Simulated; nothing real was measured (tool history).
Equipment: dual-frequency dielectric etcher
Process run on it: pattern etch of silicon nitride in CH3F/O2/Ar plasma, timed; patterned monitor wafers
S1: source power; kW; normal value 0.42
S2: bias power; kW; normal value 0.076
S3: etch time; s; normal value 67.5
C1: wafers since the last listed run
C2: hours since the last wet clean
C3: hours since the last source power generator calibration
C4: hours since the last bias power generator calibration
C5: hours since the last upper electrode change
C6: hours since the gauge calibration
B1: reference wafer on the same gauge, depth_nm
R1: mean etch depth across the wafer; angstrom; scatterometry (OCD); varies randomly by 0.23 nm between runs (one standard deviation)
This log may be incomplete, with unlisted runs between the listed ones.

Run 1, hour 0: usual settings but S1 0.38 kW; C1 0; C2 342.8; C3 1565; C4 1983.3; C5 5919.1; C6 409.6; B1 55.91. Result: R1 520.2 angstrom.
Run 2, hour 29.4: usual settings but S1 0.38 kW; C1 375; C2 372.2; C3 1594.4; C4 2012.7; C5 5948.5; C6 439; B1 55.81. Result: R1 524.9 angstrom.
Run 3, hour 52.8: usual settings but S1 0.39 kW; C1 298; C2 395.6; C3 1617.8; C4 2036.1; C5 5971.9; C6 462.4; B1 55.77. Result: R1 531.8 angstrom.
Run 4, hour 83: usual settings but S1 0.39 kW; C1 385; C2 425.8; C3 1648; C4 2066.3; C5 6002.1; C6 492.6; B1 55.85. Result: R1 532.8 angstrom.
At hour 115.2: wet clean of the chamber.
Run 5, hour 115.7: usual settings but S1 0.45 kW, S2 0.084 kW; C1 111; C2 0.5; C3 1680.7; C4 2099; C5 6034.8; C6 525.3; B1 55.8. Result: R1 578.3 angstrom.
Run 6, hour 125.8: usual settings but S1 0.45 kW, S2 0.084 kW; C1 128; C2 10.6; C3 1690.8; C4 2109.1; C5 6044.9; C6 535.4; B1 55.77. Result: R1 579.7 angstrom.
At hour 161.4: bias power generator calibrated.
Run 7, hour 161.9: usual settings but S1 0.45 kW, S2 0.084 kW; C1 409; C2 46.7; C3 1726.9; C4 0.5; C5 6081; C6 571.5; B1 55.87. Result: R1 584.8 angstrom.
Run 8, hour 177.8: usual settings; C1 202; C2 62.6; C3 1742.8; C4 16.4; C5 6096.9; C6 587.4; B1 55.78. Result: R1 535.7 angstrom.
At hour 221.3: upper electrode replaced.
Run 9, hour 221.8: usual settings; C1 255; C2 106.6; C3 1786.8; C4 60.4; C5 0.5; C6 631.4; B1 55.83. Result: R1 536.3 angstrom.
Run 10, hour 231.5: usual settings; C1 123; C2 116.3; C3 1796.5; C4 70.1; C5 10.2; C6 641.1; B1 55.73. Result: R1 535.9 angstrom.
Run 11, hour 247.5: usual settings but S1 0.46 kW, S2 0.082 kW, S3 62.5 s; C1 204; C2 132.3; C3 1812.5; C4 86.1; C5 26.2; C6 657.1; B1 55.81. Result: R1 541.6 angstrom.
Run 12, hour 259.8: usual settings; C1 157; C2 144.6; C3 1824.8; C4 98.4; C5 38.5; C6 669.4; B1 55.77. Result: R1 538 angstrom.
Run 13, hour 293.1: usual settings but S1 0.36 kW, S2 0.063 kW, S3 75 s; C1 425; C2 177.9; C3 1858.1; C4 131.7; C5 71.8; C6 702.7; B1 55.82. Result: R1 502.4 angstrom.
Run 14, hour 308.8: usual settings but S1 0.46 kW, S2 0.081 kW, S3 58 s; C1 200; C2 193.6; C3 1873.8; C4 147.4; C5 87.5; C6 718.4; B1 55.82. Result: R1 502.2 angstrom.
Run 15, hour 331: usual settings but S2 0.084 kW; C1 283; C2 215.8; C3 1896; C4 169.6; C5 109.7; C6 740.6; B1 55.82. Result: R1 568.5 angstrom.
Run 16, hour 366: usual settings but S1 0.35 kW, S2 0.066 kW, S3 48 s; C1 446; C2 250.8; C3 1931; C4 204.6; C5 144.7; C6 775.6; B1 55.83. Result: R1 328.9 angstrom.
At hour 392.9: gauge calibrated.
Run 17, hour 393.1: usual settings but S2 0.092 kW; C1 345; C2 277.9; C3 1958.1; C4 231.7; C5 171.8; C6 0.2; B1 55.78. Result: R1 603.8 angstrom.
Run 18, hour 461: usual settings but S1 0.36 kW, S3 87 s; C1 866; C2 345.8; C3 2026; C4 299.6; C5 239.7; C6 68.1; B1 55.79. Result: R1 655.5 angstrom.
Run 19, hour 496.6: usual settings; C1 454; C2 381.4; C3 2061.6; C4 335.2; C5 275.3; C6 103.7; B1 55.87. Result: R1 551.9 angstrom.
At hour 514.8: source power generator calibrated.
Run 20, hour 515.3: usual settings but S1 0.36 kW; C1 187; C2 400.1; C3 0.5; C4 353.9; C5 294; C6 122.4; B1 55.8. Result: R1 510.9 angstrom.
Run 21, hour 527.9: usual settings but S2 0.067 kW; C1 160; C2 412.7; C3 13.1; C4 366.5; C5 306.6; C6 135; B1 55.81. Result: R1 516.5 angstrom.
Run 22, hour 554.9: usual settings but S3 81 s; C1 344; C2 439.7; C3 40.1; C4 393.5; C5 333.6; C6 162; B1 55.83. Result: R1 664.1 angstrom.
Run 23, hour 578.3: usual settings but S1 0.5 kW, S2 0.069 kW; C1 298; C2 463.1; C3 63.5; C4 416.9; C5 357; C6 185.4; B1 55.83. Result: R1 577 angstrom.
Run 24, hour 611.2: usual settings but S1 0.52 kW, S3 75.5 s; C1 419; C2 496; C3 96.4; C4 449.8; C5 389.9; C6 218.3; B1 55.71. Result: R1 694 angstrom.
Run 25, hour 639: usual settings but S1 0.49 kW, S2 0.063 kW, S3 54 s; C1 354; C2 523.8; C3 124.2; C4 477.6; C5 417.7; C6 246.1; B1 55.76. Result: R1 437.1 angstrom.
At hour 687.3: wet clean of the chamber.
Run 26, hour 687.8: usual settings but S1 0.52 kW, S3 75.5 s; C1 316; C2 0.5; C3 173; C4 526.4; C5 466.5; C6 294.9; B1 55.8. Result: R1 652.9 angstrom.
Run 27, hour 690.9: usual settings but S1 0.51 kW; C1 39; C2 3.6; C3 176.1; C4 529.5; C5 469.6; C6 298; B1 55.81. Result: R1 583.8 angstrom.
Run 28, hour 718.4: usual settings but S1 0.37 kW, S2 0.089 kW; C1 351; C2 31.1; C3 203.6; C4 557; C5 497.1; C6 325.5; B1 55.89. Result: R1 535.5 angstrom.
Run 29, hour 753.5: usual settings but S1 0.39 kW, S2 0.094 kW; C1 448; C2 66.2; C3 238.7; C4 592.1; C5 532.2; C6 360.6; B1 55.84. Result: R1 570.1 angstrom.
Run 30, hour 788.3: usual settings; C1 444; C2 101; C3 273.5; C4 626.9; C5 567; C6 395.4; B1 55.8. Result: R1 536.8 angstrom.
Run 31, hour 816.9: usual settings but S2 0.094 kW; C1 365; C2 129.6; C3 302.1; C4 655.5; C5 595.6; C6 424; B1 55.71. Result: R1 594.2 angstrom.

Branching from run 31: 3 alternative next runs. What would each branch give?
Run A, hour 817.3: usual settings; C1 5; C2 130; C3 302.5; C4 655.9; C5 596; C6 424.4; B1 ?. Result: R1 ?.
Run B, hour 817.3: usual settings but S1 0.33 kW; C1 5; C2 130; C3 302.5; C4 655.9; C5 596; C6 424.4; B1 ?. Result: R1 ?.
Run C, hour 817.3: usual settings but S1 0.48 kW, S3 51 s; C1 5; C2 130; C3 302.5; C4 655.9; C5 596; C6 424.4; B1 ?. Result: R1 ?.

run     B1     R1
  A  55.76  532.4
  B  55.76  468.5
  C  55.76  429.9
What these runs would have given with no unlogged condition in the tool:
run     R1
  A  529.1
  B  465.7
  C  427.3

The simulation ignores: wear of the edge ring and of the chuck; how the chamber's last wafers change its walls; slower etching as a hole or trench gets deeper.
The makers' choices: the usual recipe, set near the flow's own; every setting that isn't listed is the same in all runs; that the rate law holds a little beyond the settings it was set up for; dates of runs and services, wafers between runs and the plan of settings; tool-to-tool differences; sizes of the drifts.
